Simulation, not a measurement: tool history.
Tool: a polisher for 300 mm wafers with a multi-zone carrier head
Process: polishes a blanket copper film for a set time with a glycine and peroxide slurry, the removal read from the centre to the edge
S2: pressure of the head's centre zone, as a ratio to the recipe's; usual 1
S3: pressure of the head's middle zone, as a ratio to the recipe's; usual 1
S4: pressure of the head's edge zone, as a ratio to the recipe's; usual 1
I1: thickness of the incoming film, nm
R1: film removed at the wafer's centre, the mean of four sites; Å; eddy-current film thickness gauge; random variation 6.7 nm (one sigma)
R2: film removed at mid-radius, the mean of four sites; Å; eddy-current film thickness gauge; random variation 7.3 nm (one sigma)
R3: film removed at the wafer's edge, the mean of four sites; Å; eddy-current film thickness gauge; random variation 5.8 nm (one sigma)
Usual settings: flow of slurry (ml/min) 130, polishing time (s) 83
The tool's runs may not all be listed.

{"run": 1, "hour": 0.0, "flow of slurry (ml/min)": 130, "S2": 1, "S3": 1, "S4": 1, "polishing time (s)": 83, "I1": 1840.8, "R1": 5685, "R2": 5625, "R3": 5658}
{"hour": 5.0, "done": "worn pad replaced by a new one"}
{"run": 2, "hour": 21.2, "flow of slurry (ml/min)": 130, "S2": 1, "S3": 1, "S4": 1, "polishing time (s)": 83, "I1": 1789.2, "R1": 6256, "R2": 6150, "R3": 6197}
{"hour": 32.0, "done": "edge zone pressure recalibrated"}
{"run": 3, "hour": 34.9, "flow of slurry (ml/min)": 165, "S2": 1, "S3": 0.94, "S4": 0.97, "polishing time (s)": 83, "I1": 1822.1, "R1": 6443, "R2": 6127, "R3": 6185}
{"run": 4, "hour": 50.3, "flow of slurry (ml/min)": 130, "S2": 0.95, "S3": 1.09, "S4": 0.88, "polishing time (s)": 57, "I1": 1800.7, "R1": 3796, "R2": 4406, "R3": 3894}
{"hour": 56.4, "done": "centre zone pressure recalibrated"}
{"run": 5, "hour": 61.6, "flow of slurry (ml/min)": 130, "S2": 1, "S3": 1, "S4": 1, "polishing time (s)": 64, "I1": 1797.2, "R1": 4550, "R2": 4494, "R3": 4518}
{"run": 6, "hour": 76.4, "flow of slurry (ml/min)": 90, "S2": 1, "S3": 1, "S4": 0.92, "polishing time (s)": 83, "I1": 1823.2, "R1": 5225, "R2": 5165, "R3": 5157}
{"run": 7, "hour": 91.4, "flow of slurry (ml/min)": 130, "S2": 1, "S3": 1, "S4": 1, "polishing time (s)": 83, "I1": 1812, "R1": 5704, "R2": 5718, "R3": 5741}
{"run": 8, "hour": 101.8, "flow of slurry (ml/min)": 130, "S2": 1, "S3": 0.95, "S4": 1, "polishing time (s)": 83, "I1": 1818.3, "R1": 5730, "R2": 5464, "R3": 5609}
{"hour": 114.3, "done": "worn pad replaced by a new one"}
{"run": 9, "hour": 151.4, "flow of slurry (ml/min)": 170, "S2": 1, "S3": 1, "S4": 1, "polishing time (s)": 83, "I1": 1830, "R1": 6262, "R2": 6306, "R3": 6126}
{"hour": 160.1, "done": "slurry nozzle cleaned"}
{"run": 10, "hour": 166.8, "flow of slurry (ml/min)": 130, "S2": 1.04, "S3": 0.88, "S4": 1.1, "polishing time (s)": 96, "I1": 1805.8, "R1": 7096, "R2": 6272, "R3": 6965}
{"hour": 173.5, "done": "carrier head's membrane replaced by a new one"}
{"run": 11, "hour": 177.4, "flow of slurry (ml/min)": 100, "S2": 1, "S3": 1, "S4": 1, "polishing time (s)": 83, "I1": 1816, "R1": 5229, "R2": 5388, "R3": 5554}
{"run": 12, "hour": 190.2, "flow of slurry (ml/min)": 130, "S2": 1, "S3": 0.92, "S4": 1, "polishing time (s)": 83, "I1": 1830.5, "R1": 5598, "R2": 5424, "R3": 5795}
{"run": 13, "hour": 201.6, "flow of slurry (ml/min)": 145, "S2": 1, "S3": 1.07, "S4": 1, "polishing time (s)": 83, "I1": 1827.8, "R1": 5722, "R2": 6187, "R3": 5713}
{"run": 14, "hour": 209.1, "flow of slurry (ml/min)": 130, "S2": 1, "S3": 1, "S4": 1, "polishing time (s)": 83, "I1": 1803, "R1": 5645, "R2": 5588, "R3": 5491}
{"hour": 225.8, "done": "worn pad replaced by a new one"}
{"run": 15, "hour": 226.3, "flow of slurry (ml/min)": 130, "S2": 1, "S3": 1, "S4": 1, "polishing time (s)": 83, "I1": 1794.7, "R1": 6198, "R2": 6142, "R3": 6187}
{"run": 16, "hour": 229.1, "flow of slurry (ml/min)": 130, "S2": 1.09, "S3": 1, "S4": 1, "polishing time (s)": 59, "I1": 1817.4, "R1": 4757, "R2": 4369, "R3": 4315}
{"run": 17, "hour": 240.5, "flow of slurry (ml/min)": 145, "S2": 1, "S3": 1.05, "S4": 0.95, "polishing time (s)": 56, "I1": 1806, "R1": 4205, "R2": 4354, "R3": 4027}
{"run": 18, "hour": 250.8, "flow of slurry (ml/min)": 130, "S2": 1, "S3": 1, "S4": 1, "polishing time (s)": 83, "I1": 1810.1, "R1": 5970, "R2": 5978, "R3": 6044}
{"run": 19, "hour": 263.9, "flow of slurry (ml/min)": 165, "S2": 1.11, "S3": 1, "S4": 1, "polishing time (s)": 83, "I1": 1806.6, "R1": 6951, "R2": 6211, "R3": 6095}
{"run": 20, "hour": 279.9, "flow of slurry (ml/min)": 130, "S2": 1, "S3": 1, "S4": 1, "polishing time (s)": 92, "I1": 1845.8, "R1": 6541, "R2": 6506, "R3": 6524}
{"run": 21, "hour": 288.0, "flow of slurry (ml/min)": 130, "S2": 1, "S3": 1, "S4": 1, "polishing time (s)": 83, "I1": 1841.2, "R1": 5747, "R2": 5757, "R3": 5662}

What the log doesn't show, run by run:
slurry flow missing at the pad, %: 0 in every run
deviation of the centre zone's pressure from its setpoint, %: 0 in every run
deviation of the edge zone's pressure from its setpoint, %: 0 in every run
H1: removal rate lost through wear of the pad, %
run=1 H1=9.9
run=2 H1=1.78
run=3 H1=3.12
run=4 H1=4.64
run=5 H1=5.75
run=6 H1=7.2
run=7 H1=8.68
run=8 H1=9.7
run=9 H1=4.77
run=10 H1=6.28
run=11 H1=7.32
run=12 H1=8.58
run=13 H1=9.7
run=14 H1=10.4
run=15 H1=1.79
run=16 H1=2.07
run=17 H1=3.19
run=18 H1=4.2
run=19 H1=5.49
run=20 H1=7.06
run=21 H1=7.86

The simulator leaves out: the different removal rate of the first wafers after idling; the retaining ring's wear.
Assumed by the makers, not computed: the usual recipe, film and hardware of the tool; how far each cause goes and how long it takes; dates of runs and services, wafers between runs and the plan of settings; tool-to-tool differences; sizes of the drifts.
